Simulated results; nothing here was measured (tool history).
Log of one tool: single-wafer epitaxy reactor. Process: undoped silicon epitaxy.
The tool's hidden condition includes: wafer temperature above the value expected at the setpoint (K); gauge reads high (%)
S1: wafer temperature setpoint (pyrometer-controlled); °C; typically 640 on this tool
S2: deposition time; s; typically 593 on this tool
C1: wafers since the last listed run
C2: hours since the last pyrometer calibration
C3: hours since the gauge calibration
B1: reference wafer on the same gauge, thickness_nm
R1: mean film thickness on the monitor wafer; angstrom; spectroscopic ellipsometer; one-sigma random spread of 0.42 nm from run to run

run,day,S1,S2,C1,C2,C3,B1,R1
1,0.000,640,593,0,2854.8,193.2,87.108,843.68
2,0.642,640,593,51,2870.2,208.6,87.181,850.46
3,1.804,640,593,93,2898.1,236.5,87.109,859.29
4,2.912,633,519,89,2924.7,263.1,87.171,631.05
5,3.779,633,519,69,2945.5,283.9,87.153,627.32
6,5.142,633,519,109,2978.2,316.6,87.115,633.50
7,6.462,629,682,106,3009.9,348.3,87.109,752.16
# day 7.104: pyrometer calibrated
8,7.125,640,647,26,0.5,364.2,87.106,846.63
9,9.992,640,647,230,69.3,433.0,87.180,847.61
10,10.792,640,527,64,88.5,452.2,87.143,687.42
11,11.612,640,593,65,108.2,471.9,87.071,773.98
# day 12.296: gauge calibrated
12,12.925,640,593,105,139.7,15.1,87.191,776.06
13,13.883,636,698,77,162.7,38.1,86.974,826.53
14,14.392,640,681,40,174.9,50.3,87.158,895.84
15,15.025,630,550,50,190.1,65.5,87.114,556.53
16,16.408,633,517,111,223.3,98.7,87.142,568.83
17,17.904,636,593,120,259.2,134.6,87.130,697.90
18,19.225,633,517,106,290.9,166.3,87.131,557.28
19,20.283,640,593,85,316.3,191.7,87.094,773.06
20,21.092,640,547,64,335.7,211.1,87.108,710.86
21,21.617,640,593,42,348.3,223.7,87.031,777.84
22,22.700,633,662,87,374.3,249.7,87.187,719.16

For each run, what was the tool's unlogged condition?
gauge reads high (%): 0 on each run
H1: wafer temperature above the value expected at the setpoint (K)
run,H1
1,4.78
2,4.83
3,4.92
4,5.01
5,5.08
6,5.19
7,5.29
8,0.995
9,0.998
10,1
11,1
12,1.01
13,1.01
14,1.01
15,1.02
16,1.02
17,1.03
18,1.04
19,1.05
20,1.06
21,1.06
22,1.07

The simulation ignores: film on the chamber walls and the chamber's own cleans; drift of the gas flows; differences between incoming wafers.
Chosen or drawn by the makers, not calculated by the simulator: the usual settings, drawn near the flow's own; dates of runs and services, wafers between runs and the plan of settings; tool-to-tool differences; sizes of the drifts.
